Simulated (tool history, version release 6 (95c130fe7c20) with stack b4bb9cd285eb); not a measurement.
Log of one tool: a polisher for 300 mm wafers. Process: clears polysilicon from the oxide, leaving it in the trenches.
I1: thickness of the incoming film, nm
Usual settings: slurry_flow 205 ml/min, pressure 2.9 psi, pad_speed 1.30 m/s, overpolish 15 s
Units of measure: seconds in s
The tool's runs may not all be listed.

{"run": 1, "hour": 0.0, "slurry_flow": 205, "pressure": 2.1, "pad_speed": 1.3, "overpolish": 17, "I1": 692.1, "seconds": 42.7}
{"run": 2, "hour": 98.4, "slurry_flow": 205, "pressure": 2.1, "pad_speed": 1.3, "overpolish": 17, "I1": 703.4, "seconds": 43.1}
{"run": 3, "hour": 169.9, "slurry_flow": 170, "pressure": 2.9, "pad_speed": 1.04, "overpolish": 15, "I1": 703.9, "seconds": 44.6}
{"run": 4, "hour": 209.3, "slurry_flow": 170, "pressure": 2.9, "pad_speed": 1.04, "overpolish": 15, "I1": 702.6, "seconds": 43.9}
{"run": 5, "hour": 284.4, "slurry_flow": 205, "pressure": 2.9, "pad_speed": 1.3, "overpolish": 15, "I1": 695.9, "seconds": 32.8}
{"run": 6, "hour": 337.2, "slurry_flow": 205, "pressure": 2.9, "pad_speed": 1.3, "overpolish": 15, "I1": 700.6, "seconds": 33.0}
{"run": 7, "hour": 397.9, "slurry_flow": 205, "pressure": 2.9, "pad_speed": 1.3, "overpolish": 15, "I1": 699.4, "seconds": 33.1}
{"run": 8, "hour": 490.6, "slurry_flow": 205, "pressure": 2.9, "pad_speed": 1.3, "overpolish": 15, "I1": 693.1, "seconds": 33.3}
{"run": 9, "hour": 562.7, "slurry_flow": 205, "pressure": 2.9, "pad_speed": 1.3, "overpolish": 15, "I1": 712.1, "seconds": 34.4}
{"run": 10, "hour": 628.4, "slurry_flow": 205, "pressure": 2.9, "pad_speed": 1.3, "overpolish": 15, "I1": 705.0, "seconds": 34.4}
{"run": 11, "hour": 728.2, "slurry_flow": 205, "pressure": 2.9, "pad_speed": 1.3, "overpolish": 15, "I1": 704.2, "seconds": 34.8}
{"run": 12, "hour": 765.6, "slurry_flow": 205, "pressure": 2.9, "pad_speed": 1.3, "overpolish": 15, "I1": 692.6, "seconds": 34.6}
{"run": 13, "hour": 842.3, "slurry_flow": 205, "pressure": 2.9, "pad_speed": 1.3, "overpolish": 15, "I1": 707.2, "seconds": 35.4}
{"run": 14, "hour": 949.1, "slurry_flow": 205, "pressure": 2.6, "pad_speed": 1.3, "overpolish": 19, "I1": 699.9, "seconds": 31.4}
{"run": 15, "hour": 986.4, "slurry_flow": 205, "pressure": 2.6, "pad_speed": 1.3, "overpolish": 19, "I1": 705.6, "seconds": 32.2}
{"run": 16, "hour": 1300.1, "slurry_flow": 205, "pressure": 2.9, "pad_speed": 1.42, "overpolish": 19, "I1": 697.2, "seconds": 27.8}
{"run": 17, "hour": 1391.3, "slurry_flow": 135, "pressure": 2.9, "pad_speed": 1.66, "overpolish": 15, "I1": 685.6, "seconds": 25.1}
{"run": 18, "hour": 1440.5, "slurry_flow": 205, "pressure": 2.9, "pad_speed": 1.3, "overpolish": 15, "I1": 699.1, "seconds": 32.8}
{"run": 19, "hour": 1511.0, "slurry_flow": 255, "pressure": 2.9, "pad_speed": 0.86, "overpolish": 15, "I1": 710.6, "seconds": 49.3}
{"run": 20, "hour": 1829.4, "slurry_flow": 205, "pressure": 2.9, "pad_speed": 1.3, "overpolish": 15, "I1": 695.5, "seconds": 34.3}
{"run": 21, "hour": 1941.2, "slurry_flow": 205, "pressure": 2.9, "pad_speed": 1.74, "overpolish": 15, "I1": 701.9, "seconds": 25.8}
{"run": 22, "hour": 2003.4, "slurry_flow": 205, "pressure": 2.9, "pad_speed": 1.3, "overpolish": 24, "I1": 697.6, "seconds": 34.0}
{"run": 23, "hour": 2055.8, "slurry_flow": 205, "pressure": 2.9, "pad_speed": 1.3, "overpolish": 7, "I1": 697.0, "seconds": 32.4}
{"run": 24, "hour": 2155.2, "slurry_flow": 205, "pressure": 2.9, "pad_speed": 1.7, "overpolish": 22, "I1": 708.7, "seconds": 25.2}
{"run": 25, "hour": 2214.1, "slurry_flow": 205, "pressure": 2.9, "pad_speed": 1.3, "overpolish": 15, "I1": 701.6, "seconds": 34.0}
{"run": 26, "hour": 2297.6, "slurry_flow": 205, "pressure": 2.3, "pad_speed": 1.3, "overpolish": 15, "I1": 692.9, "seconds": 39.2}
{"run": 27, "hour": 2375.9, "slurry_flow": 205, "pressure": 2.9, "pad_speed": 0.9, "overpolish": 15, "I1": 697.2, "seconds": 48.4}
{"run": 28, "hour": 2439.5, "slurry_flow": 205, "pressure": 2.6, "pad_speed": 1.56, "overpolish": 15, "I1": 699.2, "seconds": 31.2}
{"run": 29, "hour": 2540.0, "slurry_flow": 205, "pressure": 2.6, "pad_speed": 1.3, "overpolish": 22, "I1": 706.4, "seconds": 38.0}
{"run": 30, "hour": 2619.8, "slurry_flow": 205, "pressure": 2.9, "pad_speed": 1.76, "overpolish": 15, "I1": 701.6, "seconds": 25.3}
{"run": 31, "hour": 2684.5, "slurry_flow": 205, "pressure": 2.9, "pad_speed": 1.74, "overpolish": 15, "I1": 706.3, "seconds": 24.5}
{"run": 32, "hour": 2747.7, "slurry_flow": 270, "pressure": 2.3, "pad_speed": 1.3, "overpolish": 15, "I1": 688.6, "seconds": 37.3}
{"run": 33, "hour": 2819.7, "slurry_flow": 205, "pressure": 3.7, "pad_speed": 1.16, "overpolish": 15, "I1": 692.5, "seconds": 30.0}

Missing from the log above: 15 entries noted between runs. For each, name the pair of listed runs it sits between and say how the tool's hidden condition differs from the listed run just before to the listed run just after:
Between runs 2 and 3: worn pad replaced by a new one (hour 169.4)
  deviation of the head's pressure from its setpoint, %: -4.97 -> -5.85
  measured value less the no-hidden-state value, seconds: +1.7 -> +2.1 s
Between runs 3 and 4: slurry nozzle cleaned (hour 176.7)
  deviation of the head's pressure from its setpoint, %: -5.85 -> -6.33
  measured value less the no-hidden-state value, seconds: +2.1 -> +2.2 s
Between runs 4 and 5: head pressure recalibrated (hour 274.9)
  deviation of the head's pressure from its setpoint, %: -6.33 -> -1.37
  measured value less the no-hidden-state value, seconds: +2.2 -> +0.4 s
Between runs 12 and 13: worn pad replaced by a new one (hour 785.0); slurry nozzle cleaned (hour 788.0)
  deviation of the head's pressure from its setpoint, %: -7.28 -> -8.22
  measured value less the no-hidden-state value, seconds: +2.1 -> +2.4 s
Between runs 13 and 14: head pressure recalibrated (hour 920.5)
  deviation of the head's pressure from its setpoint, %: -8.22 -> 15.4
  measured value less the no-hidden-state value, seconds: +2.4 -> -4.0 s
Between runs 16 and 17: worn pad replaced by a new one (hour 1330.6)
  deviation of the head's pressure from its setpoint, %: 11.1 -> 10
  measured value less the no-hidden-state value, seconds: -2.5 -> -2.1 s
Between runs 17 and 18: head pressure recalibrated, repeated, since the last time left the tool worse (hour 1424.5); slurry nozzle cleaned (hour 1435.4)
  deviation of the head's pressure from its setpoint, %: 10 -> -0.249
  measured value less the no-hidden-state value, seconds: -2.1 -> +0.1 s
Between runs 20 and 21: worn pad replaced by a new one (hour 1940.7)
  deviation of the head's pressure from its setpoint, %: -5.02 -> -6.39
  measured value less the no-hidden-state value, seconds: +1.4 -> +1.4 s
Between runs 21 and 22: slurry nozzle cleaned (hour 1983.1)
  deviation of the head's pressure from its setpoint, %: -6.39 -> -7.16
  measured value less the no-hidden-state value, seconds: +1.4 -> +2.0 s
Between runs 22 and 23: head pressure recalibrated (hour 2046.9)
  deviation of the head's pressure from its setpoint, %: -7.16 -> 0.303
  measured value less the no-hidden-state value, seconds: +2.0 -> -0.1 s
Between runs 28 and 29: worn pad replaced by a new one (hour 2502.9); slurry nozzle cleaned (hour 2535.9)
  deviation of the head's pressure from its setpoint, %: -4.4 -> -5.64
  measured value less the no-hidden-state value, seconds: +1.1 -> +1.8 s
Between runs 30 and 31: head pressure recalibrated (hour 2672.2)
  deviation of the head's pressure from its setpoint, %: -6.62 -> 0.152
  measured value less the no-hidden-state value, seconds: +1.4 -> +0.0 s
